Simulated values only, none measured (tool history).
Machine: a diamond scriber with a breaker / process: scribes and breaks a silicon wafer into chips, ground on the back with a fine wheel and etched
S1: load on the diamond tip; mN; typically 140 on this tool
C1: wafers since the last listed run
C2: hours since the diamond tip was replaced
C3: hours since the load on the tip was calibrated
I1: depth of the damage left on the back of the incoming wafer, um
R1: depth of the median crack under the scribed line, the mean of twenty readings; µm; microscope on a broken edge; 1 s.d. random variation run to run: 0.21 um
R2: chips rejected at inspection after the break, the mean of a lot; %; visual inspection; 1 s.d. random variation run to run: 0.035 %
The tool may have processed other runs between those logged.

{"run": 1, "hour": 0.0, "S1": 140, "C1": 0, "C2": 396.2, "C3": 1457.6, "I1": 0.4, "R1": 13.23, "R2": 1.63}
{"run": 2, "hour": 40.3, "S1": 140, "C1": 113, "C2": 436.5, "C3": 1497.9, "I1": 0.58, "R1": 12.9, "R2": 1.78}
{"run": 3, "hour": 75.2, "S1": 140, "C1": 98, "C2": 471.4, "C3": 1532.8, "I1": 0.51, "R1": 12.88, "R2": 1.89}
{"run": 4, "hour": 92.6, "S1": 140, "C1": 48, "C2": 488.8, "C3": 1550.2, "I1": 0.54, "R1": 12.88, "R2": 2.14}
{"run": 5, "hour": 122.7, "S1": 140, "C1": 84, "C2": 518.9, "C3": 1580.3, "I1": 0.69, "R1": 13.19, "R2": 2.21}
{"run": 6, "hour": 153.6, "S1": 112, "C1": 86, "C2": 549.8, "C3": 1611.2, "I1": 0.7, "R1": 11.9, "R2": 6.58}
{"run": 7, "hour": 176.8, "S1": 112, "C1": 65, "C2": 573, "C3": 1634.4, "I1": 0.59, "R1": 12.28, "R2": 6.42}
{"run": 8, "hour": 211.8, "S1": 154, "C1": 98, "C2": 608, "C3": 1669.4, "I1": 0.69, "R1": 13.53, "R2": 1.31}
{"run": 9, "hour": 228.1, "S1": 154, "C1": 45, "C2": 624.3, "C3": 1685.7, "I1": 0.59, "R1": 13.64, "R2": 1.66}
{"run": 10, "hour": 281.9, "S1": 154, "C1": 151, "C2": 678.1, "C3": 1739.5, "I1": 0.33, "R1": 13.2, "R2": 1.94}
{"run": 11, "hour": 308.4, "S1": 124, "C1": 74, "C2": 704.6, "C3": 1766, "I1": 0.44, "R1": 12.45, "R2": 5.44}
{"run": 12, "hour": 326.9, "S1": 124, "C1": 52, "C2": 723.1, "C3": 1784.5, "I1": 0.32, "R1": 12.23, "R2": 5.49}
{"run": 13, "hour": 361.5, "S1": 124, "C1": 97, "C2": 757.7, "C3": 1819.1, "I1": 0.62, "R1": 12.1, "R2": 5.94}
{"run": 14, "hour": 382.4, "S1": 162, "C1": 58, "C2": 778.6, "C3": 1840, "I1": 0.53, "R1": 13.19, "R2": 1.59}
{"run": 15, "hour": 397.6, "S1": 162, "C1": 42, "C2": 793.8, "C3": 1855.2, "I1": 0.5, "R1": 12.8, "R2": 1.75}
{"run": 16, "hour": 425.4, "S1": 157, "C1": 78, "C2": 821.6, "C3": 1883, "I1": 0.53, "R1": 12.84, "R2": 2.43}
{"run": 17, "hour": 453.5, "S1": 157, "C1": 79, "C2": 849.7, "C3": 1911.1, "I1": 0.33, "R1": 12.96, "R2": 2.59}
{"hour": 481.0, "done": "load on the tip recalibrated"}
{"run": 18, "hour": 483.5, "S1": 157, "C1": 78, "C2": 879.7, "C3": 2.5, "I1": 0.49, "R1": 12.72, "R2": 2.91}
{"run": 19, "hour": 509.6, "S1": 140, "C1": 73, "C2": 905.8, "C3": 28.6, "I1": 0.34, "R1": 12.19, "R2": 5.14}
{"run": 20, "hour": 525.6, "S1": 177, "C1": 45, "C2": 921.8, "C3": 44.6, "I1": 0.54, "R1": 13.58, "R2": 1.31}
{"run": 21, "hour": 545.4, "S1": 154, "C1": 55, "C2": 941.6, "C3": 64.4, "I1": 0.68, "R1": 12.51, "R2": 3.71}
{"run": 22, "hour": 557.8, "S1": 123, "C1": 34, "C2": 954, "C3": 76.8, "I1": 0.52, "R1": 11.42, "R2": 8.76}
{"run": 23, "hour": 593.2, "S1": 103, "C1": 99, "C2": 989.4, "C3": 112.2, "I1": 0.39, "R1": 10.95, "R2": 13.67}
{"run": 24, "hour": 614.3, "S1": 102, "C1": 59, "C2": 1010.5, "C3": 133.3, "I1": 0.39, "R1": 10.73, "R2": 16.19}
{"run": 25, "hour": 633.2, "S1": 140, "C1": 53, "C2": 1029.4, "C3": 152.2, "I1": 0.72, "R1": 12.04, "R2": 6.98}
{"run": 26, "hour": 645.4, "S1": 140, "C1": 34, "C2": 1041.6, "C3": 164.4, "I1": 0.48, "R1": 12.15, "R2": 6.41}
{"hour": 654.9, "done": "diamond tip replaced by a new one"}
{"run": 27, "hour": 738.5, "S1": 127, "C1": 256, "C2": 83.6, "C3": 257.5, "I1": 0.6, "R1": 13.43, "R2": 1.86}
{"run": 28, "hour": 758.9, "S1": 124, "C1": 57, "C2": 104, "C3": 277.9, "I1": 0.32, "R1": 12.6, "R2": 2.22}
{"run": 29, "hour": 774.3, "S1": 174, "C1": 43, "C2": 119.4, "C3": 293.3, "I1": 0.5, "R1": 15.09, "R2": 0.82}
{"run": 30, "hour": 791.5, "S1": 108, "C1": 48, "C2": 136.6, "C3": 310.5, "I1": 0.76, "R1": 12.69, "R2": 4.57}
{"run": 31, "hour": 817.3, "S1": 157, "C1": 72, "C2": 162.4, "C3": 336.3, "I1": 0.49, "R1": 13.88, "R2": 0.67}
{"run": 32, "hour": 842.6, "S1": 140, "C1": 71, "C2": 187.7, "C3": 361.6, "I1": 0.39, "R1": 13.47, "R2": 1.34}
{"run": 33, "hour": 870.3, "S1": 140, "C1": 77, "C2": 215.4, "C3": 389.3, "I1": 0.34, "R1": 13.59, "R2": 1.4}
{"run": 34, "hour": 893.2, "S1": 181, "C1": 64, "C2": 238.3, "C3": 412.2, "I1": 0.41, "R1": 14.54, "R2": 0.78}
{"run": 35, "hour": 922.9, "S1": 106, "C1": 83, "C2": 268, "C3": 441.9, "I1": 0.77, "R1": 12.01, "R2": 5.69}
{"run": 36, "hour": 937.5, "S1": 156, "C1": 41, "C2": 282.6, "C3": 456.5, "I1": 0.56, "R1": 13.49, "R2": 0.91}
{"run": 37, "hour": 969.5, "S1": 140, "C1": 90, "C2": 314.6, "C3": 488.5, "I1": 0.63, "R1": 12.77, "R2": 1.74}
{"run": 38, "hour": 996.4, "S1": 128, "C1": 75, "C2": 341.5, "C3": 515.4, "I1": 0.68, "R1": 12.57, "R2": 3.4}
{"run": 39, "hour": 1031.5, "S1": 100, "C1": 98, "C2": 376.6, "C3": 550.5, "I1": 0.31, "R1": 11.91, "R2": 8.28}

Predict each of these 5 candidate next runs independently; none follows another, all start after run 39:
{"run": "A", "hour": 1032.1, "S1": 125, "C1": 1, "C2": 377.2, "C3": 551.1, "I1": 0.78, "R1": "?", "R2": "?"}
{"run": "B", "hour": 1032.1, "S1": 151, "C1": 1, "C2": 377.2, "C3": 551.1, "I1": 0.78, "R1": "?", "R2": "?"}
{"run": "C", "hour": 1032.1, "S1": 168, "C1": 1, "C2": 377.2, "C3": 551.1, "I1": 0.78, "R1": "?", "R2": "?"}
{"run": "D", "hour": 1032.1, "S1": 115, "C1": 1, "C2": 377.2, "C3": 551.1, "I1": 0.78, "R1": "?", "R2": "?"}
{"run": "E", "hour": 1032.1, "S1": 153, "C1": 1, "C2": 377.2, "C3": 551.1, "I1": 0.78, "R1": "?", "R2": "?"}

run=A R1=12.43 R2=3.84
run=B R1=13.33 R2=1.36
run=C R1=13.91 R2=0.7
run=D R1=12.07 R2=5.35
run=E R1=13.4 R2=1.25
Take away the tool's hidden state, keep each run's random variation, and the runs would have read:
run=A R1=13.65 R2=0.92
run=B R1=14.64 R2=0.76
run=C R1=15.27 R2=1.51
run=D R1=13.25 R2=1.51
run=E R1=14.72 R2=0.82

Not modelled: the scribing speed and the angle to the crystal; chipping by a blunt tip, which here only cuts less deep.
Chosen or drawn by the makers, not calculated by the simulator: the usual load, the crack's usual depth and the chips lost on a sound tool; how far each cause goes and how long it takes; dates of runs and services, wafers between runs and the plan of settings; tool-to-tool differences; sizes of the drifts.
